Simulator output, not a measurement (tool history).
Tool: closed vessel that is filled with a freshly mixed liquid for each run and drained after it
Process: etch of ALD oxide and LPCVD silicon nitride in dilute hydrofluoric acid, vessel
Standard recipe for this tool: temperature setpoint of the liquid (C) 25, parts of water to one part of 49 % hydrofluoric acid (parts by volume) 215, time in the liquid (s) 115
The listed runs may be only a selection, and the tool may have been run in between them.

run,hour,temperature setpoint of the liquid (C),parts of water to one part of 49 % hydrofluoric acid (parts by volume),time in the liquid (s),"read-back film thickness of the ALD oxide reference wafer, read on the same gauge (nm)","read-back film thickness of the LPCVD silicon nitride reference wafer, read on the same gauge (nm)",thickness taken off the ALD oxide on a monitor wafer (Å),thickness taken off the LPCVD silicon nitride on a monitor wafer (Å)
1,0,25,215,115,69.98,120.012,106.6,2.6
2,41.6,25,215,80,70.01,120.015,74.3,1.88
3,76.5,25,215,80,70.02,120.017,74.3,1.73
4,104.6,28.5,175,115,69.99,119.976,155.3,4.67
5,130.9,28.5,175,115,70.01,119.988,155.4,4.43
6,166.8,23.5,155,60,70.02,120.006,77.9,1.85
7,200.3,25,215,115,69.99,119.999,106.9,2.74
8,264.5,20.5,120,115,70,119.99,177.6,3.91
9,324.5,26.5,175,165,69.99,119.991,207.2,4.77
10,393,25,215,115,70,120.021,107.2,3.31
11,418.5,23.5,140,135,70,120.031,197.8,4.55
12,446.3,25,215,115,69.98,119.986,106.5,2.75
13,497.3,25,285,185,69.98,119.99,120.1,2.9
14,549.7,25,215,115,70.01,119.97,106.4,2.96
15,589.4,23,215,115,69.99,120,98.2,2.35
16,633.7,27,215,115,69.97,120.006,114.3,3.19
# hour 649.8: gauge calibrated
# hour 705.3: thermometer replaced
# hour 776.7: hydrofluoric acid flow meter replaced
17,838.4,25,215,115,69.99,120.036,105.7,3.23
18,869.4,25,215,115,70.03,119.99,105.5,2.66
19,912.6,25,215,115,70.01,120.007,105.4,2.45
20,981.2,29,215,115,70,119.994,122.4,3.2
21,1040,25,215,80,70,119.996,72.9,2.01
22,1106.1,28,215,160,69.99,119.997,163.3,4.91
23,1164.2,27,305,95,70,119.993,59.5,1.86
24,1218,22,130,115,70.02,119.989,170.6,3.84
25,1245,25,215,115,70,120.014,105.6,2.2
26,1269.6,25,155,115,70.01,120.021,156.1,3.39

Run-by-run hidden state of the tool:
gauge reads high (%): 0 at every run
H1: liquid colder than its thermometer reads (K)
H2: hydrofluoric acid flow above the setpoint (%)
run,H1,H2
1,0.181,1.45
2,0.208,1.52
3,0.23,1.58
4,0.249,1.62
5,0.266,1.67
6,0.289,1.73
7,0.311,1.78
8,0.353,1.89
9,0.392,1.98
10,0.436,2.1
11,0.453,2.14
12,0.471,2.18
13,0.504,2.27
14,0.538,2.35
15,0.564,2.42
16,0.593,2.49
17,0.108,0.194
18,0.128,0.245
19,0.157,0.315
20,0.201,0.428
21,0.239,0.524
22,0.282,0.632
23,0.32,0.727
24,0.355,0.816
25,0.373,0.86
26,0.389,0.9

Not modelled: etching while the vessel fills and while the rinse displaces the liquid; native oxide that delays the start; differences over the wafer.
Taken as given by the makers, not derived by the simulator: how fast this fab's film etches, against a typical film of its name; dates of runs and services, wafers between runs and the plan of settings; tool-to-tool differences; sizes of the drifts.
